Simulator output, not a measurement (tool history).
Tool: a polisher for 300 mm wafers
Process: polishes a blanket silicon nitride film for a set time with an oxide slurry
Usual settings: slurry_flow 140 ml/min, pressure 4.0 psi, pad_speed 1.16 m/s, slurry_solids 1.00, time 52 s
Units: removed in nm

run,hour,slurry_flow,pressure,pad_speed,slurry_solids,time,wafers since the last listed run,wafers polished on this pad,hours since the slurry nozzle was cleaned,hours since the head pressure was calibrated,hours since the slurry blender was calibrated,hours since the conditioning disc was replaced,"incoming thickness of the incoming film, nm",removed
1,0.0,140,4.0,1.16,0.95,52,0,859,49.9,155.8,144.1,263.4,375.7,46.3
# hour 22.9: worn pad replaced by a new one
2,43.1,140,4.0,1.16,0.95,52,488,252,93.0,198.9,187.2,306.5,376.2,46.8
3,85.7,140,4.0,1.16,0.95,52,532,785,135.6,241.5,229.8,349.1,365.7,45.8
4,94.0,140,4.0,1.16,1.00,52,103,889,143.9,249.8,238.1,357.4,378.6,46.5
# hour 109.9: worn pad replaced by a new one
5,114.0,140,3.1,1.16,1.00,52,200,51,163.9,269.8,258.1,377.4,378.4,36.3
# hour 139.4: slurry blender recalibrated
6,145.7,140,4.0,1.16,1.20,52,371,422,195.6,301.5,6.3,409.1,372.6,46.6
7,153.6,140,4.0,1.16,1.20,52,98,521,203.5,309.4,14.2,417.0,367.6,46.5
8,166.5,160,4.0,1.16,1.00,52,161,682,216.4,322.3,27.1,429.9,374.0,44.0
9,183.0,160,4.0,1.16,1.00,52,206,888,232.9,338.8,43.6,446.4,373.3,44.6
10,197.7,140,4.0,1.16,1.00,52,183,1072,247.6,353.5,58.3,461.1,371.9,42.6
# hour 206.2: worn pad replaced by a new one, repeated, since the last time left the tool worse
# hour 206.8: slurry nozzle cleaned
# hour 242.1: conditioning disc replaced and pad reconditioned
11,246.0,140,4.0,1.16,1.00,52,522,465,39.2,401.8,106.6,3.9,366.9,47.0
12,262.9,140,4.0,1.16,1.00,52,211,676,56.1,418.7,123.5,20.8,367.3,46.6
13,273.1,140,4.0,1.16,1.00,52,127,804,66.3,428.9,133.7,31.0,365.2,46.9
14,283.3,140,4.0,1.16,1.00,40,127,931,76.5,439.1,143.9,41.2,364.3,36.3
# hour 292.0: worn pad replaced by a new one
15,292.3,115,4.0,1.16,1.00,61,62,3,85.5,448.1,152.9,50.2,365.0,54.0
# hour 303.6: head pressure recalibrated
16,305.3,140,4.0,1.16,1.10,52,137,141,98.5,1.7,165.9,63.2,362.0,49.3
17,322.9,140,4.0,1.16,0.70,52,220,361,116.1,19.3,183.5,80.8,370.0,41.4
18,339.9,140,4.0,1.16,1.00,52,212,573,133.1,36.3,200.5,97.8,362.8,46.7
19,356.1,140,4.4,1.16,1.00,52,202,776,149.3,52.5,216.7,114.0,370.6,50.2
# hour 370.0: worn pad replaced by a new one
20,372.4,140,4.9,0.80,1.00,65,153,30,165.6,68.8,233.0,130.3,371.2,53.2
21,380.3,140,5.2,1.00,1.00,64,98,128,173.5,76.7,240.9,138.2,367.6,64.8
22,393.0,140,4.0,1.16,1.10,52,158,287,186.2,89.4,253.6,150.9,367.4,48.6
23,404.9,100,4.0,1.16,1.00,39,148,436,198.1,101.3,265.5,162.8,373.0,32.9
# hour 411.7: slurry blender recalibrated
24,416.3,140,4.0,1.02,1.00,52,117,553,209.5,112.7,4.6,174.2,372.8,42.5
25,428.2,140,2.9,1.16,1.00,65,148,702,221.4,124.6,16.5,186.1,371.0,45.8

Forecast each of these 3 alternatives for the next run:
A,428.6,120,4.0,1.16,1.00,52,5,707,221.8,125.0,16.9,186.5,366.0,?
B,428.6,140,5.0,1.02,1.00,52,5,707,221.8,125.0,16.9,186.5,366.0,?
C,428.6,165,3.0,1.16,0.85,67,5,707,221.8,125.0,16.9,186.5,366.0,?

run,removed
A,44.6
B,50.0
C,45.5
Without the tool's hidden state the same runs would have given:
run,removed
A,46.3
B,51.9
C,47.2
